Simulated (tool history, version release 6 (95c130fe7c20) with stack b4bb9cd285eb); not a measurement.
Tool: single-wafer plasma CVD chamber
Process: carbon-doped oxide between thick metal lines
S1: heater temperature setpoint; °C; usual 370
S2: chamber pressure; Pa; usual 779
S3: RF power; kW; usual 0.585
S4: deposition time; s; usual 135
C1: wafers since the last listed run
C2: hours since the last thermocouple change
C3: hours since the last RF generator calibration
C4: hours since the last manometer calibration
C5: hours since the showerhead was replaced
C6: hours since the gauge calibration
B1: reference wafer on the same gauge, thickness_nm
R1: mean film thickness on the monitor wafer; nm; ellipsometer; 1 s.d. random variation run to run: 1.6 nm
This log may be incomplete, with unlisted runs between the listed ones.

| run | hour | S1 | S2 | S3 | S4 | C1 | C2 | C3 | C4 | C5 | C6 | B1 | R1 |
|---|---|---|---|---|---|---|---|---|---|---|---|---|---|
| 1 | 0.0 | 370 | 779 | 0.545 | 135 | 0 | 281.8 | 397.7 | 1084.0 | 5551.8 | 515.7 | 787.610 | 719.820 |
| 2 | 92.2 | 370 | 779 | 0.545 | 135 | 807 | 374.0 | 489.9 | 1176.2 | 5644.0 | 607.9 | 786.673 | 719.557 |
| 3 | 170.2 | 370 | 779 | 0.545 | 135 | 683 | 452.0 | 567.9 | 1254.2 | 5722.0 | 685.9 | 786.971 | 721.117 |
| 4 | 215.0 | 370 | 688 | 0.585 | 135 | 392 | 496.8 | 612.7 | 1299.0 | 5766.8 | 730.7 | 786.576 | 759.796 |
| 5 | 284.2 | 370 | 779 | 0.500 | 152 | 606 | 566.0 | 681.9 | 1368.2 | 5836.0 | 799.9 | 786.381 | 735.043 |
| 6 | 407.7 | 370 | 779 | 0.500 | 152 | 1081 | 689.5 | 805.4 | 1491.7 | 5959.5 | 923.4 | 786.895 | 733.547 |
| 7 | 476.8 | 380 | 779 | 0.585 | 135 | 605 | 758.6 | 874.5 | 1560.8 | 6028.6 | 992.5 | 786.795 | 759.329 |
|  | 500.9 | showerhead replaced |
| 8 | 584.2 | 380 | 779 | 0.585 | 135 | 870 | 866.0 | 981.9 | 1668.2 | 83.3 | 1099.9 | 786.696 | 757.712 |
| 9 | 673.2 | 370 | 779 | 0.585 | 121 | 779 | 955.0 | 1070.9 | 1757.2 | 172.3 | 1188.9 | 787.143 | 690.867 |
| 10 | 716.4 | 370 | 779 | 0.585 | 121 | 378 | 998.2 | 1114.1 | 1800.4 | 215.5 | 1232.1 | 786.595 | 691.093 |
| 11 | 753.6 | 370 | 779 | 0.585 | 135 | 325 | 1035.4 | 1151.3 | 1837.6 | 252.7 | 1269.3 | 787.269 | 770.436 |
| 12 | 804.9 | 370 | 779 | 0.585 | 116 | 449 | 1086.7 | 1202.6 | 1888.9 | 304.0 | 1320.6 | 787.565 | 662.652 |
| 13 | 870.5 | 370 | 707 | 0.585 | 135 | 574 | 1152.3 | 1268.2 | 1954.5 | 369.6 | 1386.2 | 787.489 | 762.537 |
| 14 | 923.3 | 370 | 779 | 0.585 | 151 | 462 | 1205.1 | 1321.0 | 2007.3 | 422.4 | 1439.0 | 787.497 | 861.172 |
| 15 | 995.2 | 370 | 868 | 0.540 | 135 | 629 | 1277.0 | 1392.9 | 2079.2 | 494.3 | 1510.9 | 786.508 | 719.453 |
| 16 | 1060.1 | 355 | 779 | 0.490 | 135 | 568 | 1341.9 | 1457.8 | 2144.1 | 559.2 | 1575.8 | 786.938 | 650.471 |
| 17 | 1157.4 | 357 | 589 | 0.585 | 135 | 852 | 1439.2 | 1555.1 | 2241.4 | 656.5 | 1673.1 | 786.977 | 753.691 |
|  | 1205.1 | capacitance manometer re-zeroed and calibrated |
| 18 | 1213.7 | 377 | 779 | 0.585 | 155 | 423 | 1495.5 | 1611.4 | 8.6 | 712.8 | 1729.4 | 787.180 | 860.100 |
|  | 1251.6 | RF generator calibrated |
| 19 | 1279.3 | 370 | 779 | 0.585 | 135 | 504 | 1561.1 | 27.7 | 74.2 | 778.4 | 1795.0 | 786.911 | 758.249 |
| 20 | 1324.1 | 380 | 779 | 0.585 | 150 | 392 | 1605.9 | 72.5 | 119.0 | 823.2 | 1839.8 | 786.906 | 827.149 |
|  | 1335.0 | thermocouple changed; heater temperature recalibrated |
| 21 | 1401.7 | 358 | 779 | 0.585 | 135 | 609 | 66.7 | 150.1 | 196.6 | 900.8 | 1917.4 | 787.857 | 788.203 |
|  | 1470.6 | gauge calibrated |
| 22 | 1497.9 | 370 | 943 | 0.585 | 135 | 842 | 162.9 | 246.3 | 292.8 | 997.0 | 27.3 | 787.328 | 782.814 |
| 23 | 1570.4 | 370 | 779 | 0.585 | 135 | 635 | 235.4 | 318.8 | 365.3 | 1069.5 | 99.8 | 786.308 | 770.970 |
| 24 | 1658.4 | 370 | 779 | 0.585 | 135 | 770 | 323.4 | 406.8 | 453.3 | 1157.5 | 187.8 | 787.359 | 767.481 |
| 25 | 1731.5 | 356 | 608 | 0.585 | 112 | 640 | 396.5 | 479.9 | 526.4 | 1230.6 | 260.9 | 786.801 | 631.981 |
| 26 | 1788.9 | 370 | 917 | 0.585 | 142 | 502 | 453.9 | 537.3 | 583.8 | 1288.0 | 318.3 | 786.289 | 822.255 |
| 27 | 1881.7 | 370 | 779 | 0.585 | 157 | 812 | 546.7 | 630.1 | 676.6 | 1380.8 | 411.1 | 787.362 | 892.604 |
| 28 | 1977.2 | 370 | 779 | 0.585 | 135 | 836 | 642.2 | 725.6 | 772.1 | 1476.3 | 506.6 | 786.782 | 769.894 |
| 29 | 2043.0 | 355 | 779 | 0.470 | 135 | 576 | 708.0 | 791.4 | 837.9 | 1542.1 | 572.4 | 787.820 | 616.264 |

Hidden state or all else? Some run-to-run changes of R1, split into what the settings, what came in and random variation would give without the hidden state, and what is left for the hidden state (with any gauge scatter that isn't in both results):
The hidden state here: wafer temperature above the value expected at the setpoint (K); delivered RF power above the setpoint (%); true pressure above the setpoint (%); gauge reads high (%).
Run 17 -> 18: S1 357 -> 377, S2 589 -> 779, S4 135 -> 155, capacitance manometer re-zeroed and calibrated. R1 +106.409 nm: hidden state -11.712, all else +118.121.
Run 20 -> 21: S1 380 -> 358, S4 150 -> 135, thermocouple changed; heater temperature recalibrated. R1 -38.946 nm: hidden state +8.408, all else -47.354.
Run 25 -> 26: S1 356 -> 370, S2 608 -> 917, S4 112 -> 142. R1 +190.274 nm: hidden state -1.533, all else +191.807.
Run 28 -> 29: S1 370 -> 355, S3 0.585 -> 0.470. R1 -153.630 nm: hidden state -0.982, all else -152.648.
